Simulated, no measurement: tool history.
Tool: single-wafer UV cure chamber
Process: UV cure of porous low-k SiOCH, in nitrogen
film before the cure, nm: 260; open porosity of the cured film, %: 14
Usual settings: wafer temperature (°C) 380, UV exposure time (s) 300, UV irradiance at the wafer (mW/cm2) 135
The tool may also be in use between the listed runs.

run    hour  wafer temperature (°C)  UV exposure time (s)  UV irradiance at the wafer (mW/cm2)  wafers since the last listed run  hours since the UV bulbs were replaced  wafers since the quartz window was cleaned  loss of film thickness in the cure (%)
  1     0.0                     380                   230                                  135                                 0                                  1313.9                                        3047                                   9.341
  2    41.5                     380                   230                                  135                               320                                  1355.4                                        3367                                   8.939
       87.0  -- quartz window cleaned
  3   144.9                     380                   230                                  135                               736                                  1458.8                                         446                                   9.032
  4   221.8                     380                   300                                  135                               593                                  1535.7                                        1040                                  10.437
  5   269.7                     388                   300                                  135                               369                                  1583.6                                        1409                                  10.282
  6   354.1                     388                   300                                  135                               651                                  1668.0                                        2061                                  10.597
  7   424.5                     388                   300                                  135                               543                                  1738.4                                        2604                                  10.845
  8   467.3                     380                   300                                  135                               330                                  1781.2                                        2935                                  10.377
  9   574.3                     380                   300                                  126                               825                                  1888.2                                        3760                                   9.949
      636.0  -- quartz window cleaned
 10   747.6                     380                   300                                  126                              1275                                  2061.5                                         861                                  10.014
 11   803.5                     380                   300                                  164                               431                                  2117.4                                        1292                                  10.978
 12   858.4                     380                   300                                  164                               423                                  2172.3                                        1716                                  10.619
 13   915.1                     380                   180                                  135                               437                                  2229.0                                        2154                                   8.138
      997.3  -- UV bulbs replaced
 14  1020.5                     380                   180                                  135                               751                                    23.2                                        2906                                   9.962
     1099.6  -- quartz window cleaned
 15  1106.3                     380                   300                                  135                               600                                   109.0                                          51                                  11.681
 16  1198.4                     380                   300                                  135                               710                                   201.1                                         762                                  11.497
 17  1263.8                     380                   300                                  135                               504                                   266.5                                        1267                                  11.861
 18  1329.0                     380                   300                                  135                               503                                   331.7                                        1770                                  11.466
 19  1427.9                     380                   300                                  118                               763                                   430.6                                        2533                                  10.590
 20  1518.2                     386                   230                                  135                               696                                   520.9                                        3230                                  10.051
 21  1561.4                     388                   300                                  103                               333                                   564.1                                        3564                                  10.004
 22  1633.0                     363                   210                                  110                               552                                   635.7                                        4116                                   8.473
     1652.9  -- quartz window cleaned
 23  1713.2                     380                   300                                  135                               557                                   715.9                                         465                                  10.972
 24  1767.0                     380                   300                                  135                               415                                   769.7                                         880                                  10.862
 25  1822.5                     385                   435                                  154                               428                                   825.2                                        1308                                  12.635
 26  1858.9                     380                   300                                  135                               280                                   861.6                                        1589                                  10.645
 27  1941.0                     380                   205                                  114                               633                                   943.7                                        2223                                   8.360
 28  1991.7                     375                   400                                  153                               391                                   994.4                                        2614                                  12.466
 29  2074.0                     380                   230                                  135                               635                                  1076.7                                        3250                                   9.401
 30  2111.0                     380                   300                                  135                               285                                  1113.7                                        3535                                  10.340
     2126.9  -- quartz window cleaned
 31  2165.1                     399                   460                                  117                               355                                  1167.8                                         294                                  11.977
 32  2261.8                     380                   300                                  123                               746                                  1264.5                                        1041                                  10.102
 33  2318.9                     380                   300                                  135                               440                                  1321.6                                        1481                                  10.557
 34  2392.5                     380                   300                                  135                               568                                  1395.2                                        2050                                  10.551
 35  2442.8                     365                   245                                  135                               388                                  1445.5                                        2438                                   9.342
 36  2494.7                     380                   450                                  135                               400                                  1497.4                                        2838                                  11.879
 37  2546.4                     380                   120                                  135                               399                                  1549.1                                        3237                                   6.661
     2645.8  -- quartz window cleaned
 38  2646.3                     380                   300                                  135                               709                                  1649.0                                           3                                  10.282

How the hidden state differs across the entries between the runs, from the last listed run before each to the first after it:
Between runs 2 and 3: quartz window cleaned (hour 87.0)
  lamp output below its setpoint, %: 34.3 -> 35
  measured less the result without the state, loss of film thickness in the cure (%): -1.635 -> -1.702
Between runs 9 and 10: quartz window cleaned (hour 636.0)
  lamp output below its setpoint, %: 37 -> 37.5
  measured less the result without the state, loss of film thickness in the cure (%): -1.915 -> -1.966
Between runs 13 and 14: UV bulbs replaced (hour 997.3)
  lamp output below its setpoint, %: 37.9 -> 2.65
  measured less the result without the state, loss of film thickness in the cure (%): -1.859 -> -0.109
Between runs 14 and 15: quartz window cleaned (hour 1099.6)
  lamp output below its setpoint, %: 2.65 -> 6.91
  measured less the result without the state, loss of film thickness in the cure (%): -0.109 -> -0.300
Between runs 22 and 23: quartz window cleaned (hour 1652.9)
  lamp output below its setpoint, %: 23.9 -> 25.5
  measured less the result without the state, loss of film thickness in the cure (%): -1.070 -> -1.247
Between runs 30 and 31: quartz window cleaned (hour 2126.9)
  lamp output below its setpoint, %: 31.2 -> 31.7
  measured less the result without the state, loss of film thickness in the cure (%): -1.531 -> -1.628
Between runs 37 and 38: quartz window cleaned (hour 2645.8)
  lamp output below its setpoint, %: 34.6 -> 35.1
  measured less the result without the state, loss of film thickness in the cure (%): -1.527 -> -1.793

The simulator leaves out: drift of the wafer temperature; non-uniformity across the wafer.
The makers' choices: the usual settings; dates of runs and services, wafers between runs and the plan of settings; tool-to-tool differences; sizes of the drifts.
